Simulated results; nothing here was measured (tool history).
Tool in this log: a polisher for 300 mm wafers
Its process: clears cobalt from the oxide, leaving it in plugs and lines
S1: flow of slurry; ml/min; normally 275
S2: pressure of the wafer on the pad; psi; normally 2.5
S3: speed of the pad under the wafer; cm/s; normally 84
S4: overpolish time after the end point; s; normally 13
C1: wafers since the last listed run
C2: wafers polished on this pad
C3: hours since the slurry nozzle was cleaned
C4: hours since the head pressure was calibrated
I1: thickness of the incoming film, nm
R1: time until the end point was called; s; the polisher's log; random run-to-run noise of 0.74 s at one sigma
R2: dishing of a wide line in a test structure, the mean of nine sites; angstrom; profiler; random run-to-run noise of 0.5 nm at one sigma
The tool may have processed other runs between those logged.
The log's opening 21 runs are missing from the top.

Run 22, hour 1084.9: usual settings; C1 706; C2 1471; C3 601.7; C4 521.7; I1 197.2. Result: R1 41.9 s, R2 416 angstrom.
Run 23, hour 1111.3: usual settings but S1 210 ml/min; C1 283; C2 1754; C3 628.1; C4 548.1; I1 201.8. Result: R1 42.2 s, R2 398 angstrom.
Run 24, hour 1178.1: usual settings but S1 325 ml/min; C1 717; C2 2472; C3 694.9; C4 614.9; I1 202.2. Result: R1 41.6 s, R2 403 angstrom.
At hour 1184: head pressure recalibrated.
Run 25, hour 1207.1: usual settings; C1 289; C2 2762; C3 723.9; C4 23.1; I1 198.2. Result: R1 41.7 s, R2 403 angstrom.
Run 26, hour 1258.9: usual settings but S4 10 s; C1 556; C2 3318; C3 775.7; C4 74.9; I1 202.2. Result: R1 42.7 s, R2 342 angstrom.
Run 27, hour 1300.1: usual settings but S1 195 ml/min, S2 2.9 psi, S3 98 cm/s; C1 442; C2 3760; C3 816.9; C4 116.1; I1 198.1. Result: R1 34.8 s, R2 474 angstrom.
Run 28, hour 1360.2: usual settings; C1 645; C2 4405; C3 877; C4 176.2; I1 200.1. Result: R1 40.9 s, R2 414 angstrom.
At hour 1374.8: slurry nozzle cleaned.
Run 29, hour 1412.8: usual settings but S1 310 ml/min, S2 2.8 psi, S4 16 s; C1 554; C2 4960; C3 38; C4 228.8; I1 203.8. Result: R1 39.4 s, R2 498 angstrom.
At hour 1417.7: worn pad replaced by a new one.
Run 30, hour 1460.5: usual settings; C1 469; C2 460; C3 85.7; C4 276.5; I1 200.9. Result: R1 42.3 s, R2 404 angstrom.

Run 31 has not been measured yet. What should we expect?
Run 31, hour 1498: usual settings but S1 180 ml/min; C1 402; C2 862; C3 123.2; C4 314; I1 199.1. Result: R1 ?, R2 ?.

{"run 31": {"R1": 42.2, "R2": 402}}
Had the tool carried no hidden state, the very same run would have given R1 42.2 s, R2 402 angstrom.

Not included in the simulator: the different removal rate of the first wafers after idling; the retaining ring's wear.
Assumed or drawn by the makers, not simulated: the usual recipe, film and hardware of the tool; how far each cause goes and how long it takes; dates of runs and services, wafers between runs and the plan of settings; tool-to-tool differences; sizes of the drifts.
